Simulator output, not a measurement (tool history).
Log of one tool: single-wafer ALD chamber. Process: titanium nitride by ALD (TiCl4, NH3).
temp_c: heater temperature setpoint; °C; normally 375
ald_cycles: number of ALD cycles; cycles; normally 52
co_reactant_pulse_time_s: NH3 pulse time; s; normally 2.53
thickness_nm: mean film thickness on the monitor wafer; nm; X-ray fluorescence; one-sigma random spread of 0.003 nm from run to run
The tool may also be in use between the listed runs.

run   hour  temp_c  ald_cycles  co_reactant_pulse_time_s  wafers since the last listed run  hours since the last thermocouple change  hours since the showerhead was replaced  hours since the gauge calibration  read-back reference wafer on the same gauge, thickness_nm  thickness_nm
  1      0     375          52                      2.53                                 0                                    2299.9                                   3557.8                              172.3                                                      0.917         0.998
  2   11.5     375          52                      2.53                                52                                    2311.4                                   3569.3                              183.8                                                      0.917         0.994
  3     29     375          52                       3.1                                79                                    2328.9                                   3586.8                              201.3                                                      0.918         1.004
  4   40.3     375          52                       3.1                                51                                    2340.2                                   3598.1                              212.6                                                      0.917         1.005
  5   47.4     375          52                      2.53                                32                                    2347.3                                   3605.2                              219.7                                                      0.917         0.998
  6     62     375          52                      2.53                                66                                    2361.9                                   3619.8                              234.3                                                      0.918         0.997
  7   79.6     375          52                      2.53                                79                                    2379.5                                   3637.4                              251.9                                                      0.917         1.005
  8  131.2     375          52                      2.53                               234                                    2431.1                                     3689                              303.5                                                      0.917         0.997
  9  138.6     375          52                      2.53                                33                                    2438.5                                   3696.4                              310.9                                                      0.917         0.996
 10  150.4     375          52                      2.53                                53                                    2450.3                                   3708.2                              322.7                                                      0.917         0.992
 11  166.8     375          52                      2.53                                74                                    2466.7                                   3724.6                              339.1                                                      0.918         0.998
 12  183.9     375          52                      2.53                                77                                    2483.8                                   3741.7                              356.2                                                      0.917         0.993
 13    195     375          56                      2.53                                50                                    2494.9                                   3752.8                              367.3                                                      0.917         1.074
 14  210.4     375          56                      2.53                                69                                    2510.3                                   3768.2                              382.7                                                      0.917         1.067
 15  217.3     375          56                      2.53                                31                                    2517.2                                   3775.1                              389.6                                                      0.918         1.075
 16  232.2     364          52                      2.53                                67                                    2532.1                                     3790                              404.5                                                      0.917         0.979
 17  243.3     364          52                      2.53                                50                                    2543.2                                   3801.1                              415.6                                                      0.917         0.979
     250.4  -- gauge calibrated
 18  259.4     364          52                      2.53                                73                                    2559.3                                   3817.2                                  9                                                      0.916          0.98
 19  271.6     368          52                      2.53                                55                                    2571.5                                   3829.4                               21.2                                                      0.917         0.981
 20  283.2     375          52                      2.53                                52                                    2583.1                                     3841                               32.8                                                      0.917         0.993
     295.9  -- showerhead replaced
 21  297.3     363          46                      3.42                                27                                    2597.2                                      1.4                               46.9                                                      0.917         0.883
 22  309.6     375          56                      2.53                                55                                    2609.5                                     13.7                               59.2                                                      0.916         1.076
 23  325.7     367          52                      2.53                                73                                    2625.6                                     29.8                               75.3                                                      0.917         0.981
 24  332.9     365          48                      2.53                                32                                    2632.8                                       37                               82.5                                                      0.917         0.904
 25  343.7     364          52                      3.24                                49                                    2643.6                                     47.8                               93.3                                                      0.917         0.988
 26  351.3     363          48                      2.87                                34                                    2651.2                                     55.4                              100.9                                                      0.917         0.905
     363.1  -- thermocouple changed; heater temperature recalibrated
 27  366.3     375          42                      1.68                                31                                       3.2                                     70.4                              115.9                                                      0.917         0.789
 28  379.4     375          52                      2.53                                59                                      16.3                                     83.5                                129                                                      0.916             1
 29  395.7     385          52                      3.26                                73                                      32.6                                     99.8                              145.3                                                      0.916         1.014
 30  404.4     375          56                      2.53                                39                                      41.3                                    108.5                                154                                                      0.917         1.072
 31  418.3     375          56                      2.53                                63                                      55.2                                    122.4                              167.9                                                      0.917         1.076
 32  433.2     364          61                      2.22                                67                                      70.1                                    137.3                              182.8                                                      0.917         1.134
 33    449     375          59                      2.53                                71                                      85.9                                    153.1                              198.6                                                      0.917         1.131
 34  462.1     375          52                      2.53                                59                                        99                                    166.2                              211.7                                                      0.917         1.004
 35  469.5     375          52                      2.53                                33                                     106.4                                    173.6                              219.1                                                      0.917         0.993
 36  476.3     375          52                      1.77                                30                                     113.2                                    180.4                              225.9                                                      0.916         0.983
 37  487.7     365          52                      3.39                                51                                     124.6                                    191.8                              237.3                                                      0.917         0.994
 38  493.8     375          46                      1.77                                27                                     130.7                                    197.9                              243.4                                                      0.918         0.863
 39  509.1     385          60                      3.21                                69                                       146                                    213.2                              258.7                                                      0.917         1.164
 40  519.1     370          62                      3.34                                45                                       156                                    223.2                              268.7                                                      0.917          1.19

Hidden state at the last listed run before each entry between runs and at the first one after, where it differs:
From run 17 to run 18: gauge calibrated (hour 250.4)
  no hidden state differs between the two runs
From run 20 to run 21: showerhead replaced (hour 295.9)
  no hidden state differs between the two runs
From run 26 to run 27: thermocouple changed; heater temperature recalibrated (hour 363.1)
  no hidden state differs between the two runs

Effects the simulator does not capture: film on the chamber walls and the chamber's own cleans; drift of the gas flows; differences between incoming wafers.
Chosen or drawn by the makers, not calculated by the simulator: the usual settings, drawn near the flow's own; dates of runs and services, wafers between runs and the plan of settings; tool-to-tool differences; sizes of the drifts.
